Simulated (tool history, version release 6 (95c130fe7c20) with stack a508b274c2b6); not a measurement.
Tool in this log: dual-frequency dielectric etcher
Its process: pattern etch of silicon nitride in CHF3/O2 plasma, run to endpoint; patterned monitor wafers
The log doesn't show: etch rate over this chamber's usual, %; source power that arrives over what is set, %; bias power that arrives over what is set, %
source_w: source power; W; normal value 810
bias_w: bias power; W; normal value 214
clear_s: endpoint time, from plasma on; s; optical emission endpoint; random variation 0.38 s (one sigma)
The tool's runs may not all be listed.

run,day,source_w,bias_w,wafers since the last listed run,hours since the last wet clean,hours since the last source power generator calibration,hours since the last bias power generator calibration,hours since the last upper electrode change,"incoming incoming film thickness, nm",clear_s
1,0.000,810,197,0,300.4,2821.5,1726.7,4115.5,93.6,53.3
2,1.225,810,197,481,329.8,2850.9,1756.1,4144.9,92.8,53.4
3,2.008,810,214,307,348.6,2869.7,1774.9,4163.7,93.5,51.7
4,3.300,810,214,507,379.6,2900.7,1805.9,4194.7,93.6,52.3
5,3.950,810,214,255,395.2,2916.3,1821.5,4210.3,93.6,52.7
6,4.642,810,214,271,411.8,2932.9,1838.1,4226.9,93.0,51.9
# day 5.246: bias power generator calibrated
# day 6.596: upper electrode replaced
7,6.617,900,214,317,459.2,2980.3,32.9,0.5,93.3,50.5
8,6.633,900,214,6,459.6,2980.7,33.3,0.9,93.1,50.6
# day 7.838: wet clean of the chamber
9,7.858,900,214,88,0.5,3010.1,62.7,30.3,93.0,50.5
10,8.150,980,179,114,7.5,3017.1,69.7,37.3,92.9,52.0
11,9.242,1000,163,428,33.7,3043.3,95.9,63.5,92.8,53.5
12,9.750,700,214,199,45.9,3055.5,108.1,75.7,93.3,53.6
13,10.592,810,214,330,66.1,3075.7,128.3,95.9,94.2,52.7
14,11.408,810,214,320,85.7,3095.3,147.9,115.5,94.1,52.3
# day 12.575: source power generator calibrated
15,12.671,1010,233,430,116.0,2.3,178.2,145.8,93.2,47.8
16,13.912,810,237,487,145.8,32.1,208.0,175.6,94.0,50.6
17,15.400,710,179,584,181.5,67.8,243.7,211.3,92.9,56.0
18,16.525,630,234,442,208.5,94.8,270.7,238.3,93.2,53.1

Forecast each of these 5 alternatives for the next run:
A,16.542,810,192,6,208.9,95.2,271.1,238.7,93.2,?
B,16.542,930,248,6,208.9,95.2,271.1,238.7,93.2,?
C,16.542,980,160,6,208.9,95.2,271.1,238.7,93.2,?
D,16.542,920,181,6,208.9,95.2,271.1,238.7,93.2,?
E,16.542,940,170,6,208.9,95.2,271.1,238.7,93.2,?

run,clear_s
A,53.8
B,48.0
C,54.1
D,53.0
E,53.7
Take away the tool's hidden state, keep each run's random variation, and the runs would have read:
run,clear_s
A,53.8
B,48.0
C,54.1
D,53.0
E,53.7

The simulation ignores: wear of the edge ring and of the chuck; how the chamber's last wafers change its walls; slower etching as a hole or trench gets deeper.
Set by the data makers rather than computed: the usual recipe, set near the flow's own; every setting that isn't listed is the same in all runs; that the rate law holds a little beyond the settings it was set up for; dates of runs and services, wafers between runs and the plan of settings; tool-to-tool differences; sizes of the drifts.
